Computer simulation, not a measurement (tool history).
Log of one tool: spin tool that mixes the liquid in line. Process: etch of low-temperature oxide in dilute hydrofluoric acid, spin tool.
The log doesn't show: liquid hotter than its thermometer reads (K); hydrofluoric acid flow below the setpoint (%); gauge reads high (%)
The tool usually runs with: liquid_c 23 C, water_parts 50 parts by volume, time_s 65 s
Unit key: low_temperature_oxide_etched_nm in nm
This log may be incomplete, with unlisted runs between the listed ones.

| run | hour | liquid_c | water_parts | time_s | wafers since the last listed run | hours since the thermometer was replaced | hours since the hydrofluoric acid flow meter was replaced | hours since the gauge calibration | read-back film thickness of the low-temperature oxide reference wafer, read on the same gauge (nm) | low_temperature_oxide_etched_nm |
|---|---|---|---|---|---|---|---|---|---|---|
| 1 | 0 | 23 | 30 | 65 | 0 | 19.5 | 189 | 575 | 130.03 | 50.1 |
| 2 | 65.2 | 19.5 | 50 | 65 | 836 | 84.7 | 254.2 | 640.2 | 130.01 | 25.42 |
| 3 | 120 | 19.5 | 50 | 65 | 703 | 139.5 | 309 | 695 | 129.95 | 25.3 |
| 4 | 205.6 | 19.5 | 50 | 65 | 1098 | 225.1 | 394.6 | 780.6 | 129.99 | 25.53 |
| 5 | 244.5 | 23 | 50 | 65 | 499 | 264 | 433.5 | 819.5 | 129.97 | 29.36 |
| 6 | 338.5 | 23 | 50 | 65 | 1205 | 358 | 527.5 | 913.5 | 130.02 | 29.39 |
|  | 351.4 | hydrofluoric acid flow meter replaced |
| 7 | 394.6 | 23 | 50 | 65 | 706 | 414.1 | 43.2 | 969.6 | 130.06 | 29.44 |
| 8 | 470.2 | 23 | 50 | 65 | 969 | 489.7 | 118.8 | 1045.2 | 129.99 | 29.53 |
| 9 | 713.6 | 23 | 50 | 65 | 3122 | 733.1 | 362.2 | 1288.6 | 130 | 29.87 |
| 10 | 780 | 23 | 50 | 65 | 851 | 799.5 | 428.6 | 1355 | 130.01 | 29.78 |
| 11 | 846.3 | 23 | 50 | 65 | 850 | 865.8 | 494.9 | 1421.3 | 130.01 | 29.76 |
|  | 909.9 | gauge calibrated |
| 12 | 921.8 | 23 | 50 | 65 | 968 | 941.3 | 570.4 | 11.9 | 129.99 | 29.76 |
|  | 992.3 | hydrofluoric acid flow meter replaced |
| 13 | 1006 | 23 | 65 | 65 | 1067 | 1025.5 | 13.7 | 96.1 | 129.95 | 22.51 |
| 14 | 1113 | 23 | 50 | 65 | 1372 | 1132.5 | 120.7 | 203.1 | 130.02 | 30.08 |
| 15 | 1177.1 | 27 | 50 | 40 | 822 | 1196.6 | 184.8 | 267.2 | 129.99 | 21.77 |
|  | 1268.7 | thermometer replaced |
| 16 | 1271.7 | 20 | 50 | 65 | 1200 | 3 | 279.4 | 361.8 | 130.01 | 25.9 |
| 17 | 1319.4 | 23 | 50 | 65 | 611 | 50.7 | 327.1 | 409.5 | 130.04 | 29.36 |

Estimate the outcome of run 18 from the log above:
| 18 | 1413.9 | 23 | 30 | 65 | 1212 | 145.2 | 421.6 | 504 | ? | ? |

read-back film thickness of the low-temperature oxide reference wafer, read on the same gauge (nm): 129.96
low_temperature_oxide_etched_nm: 50.17 nm
If the tool had no hidden condition, the same run with the same run-to-run variation would have returned low_temperature_oxide_etched_nm 49.9 nm.
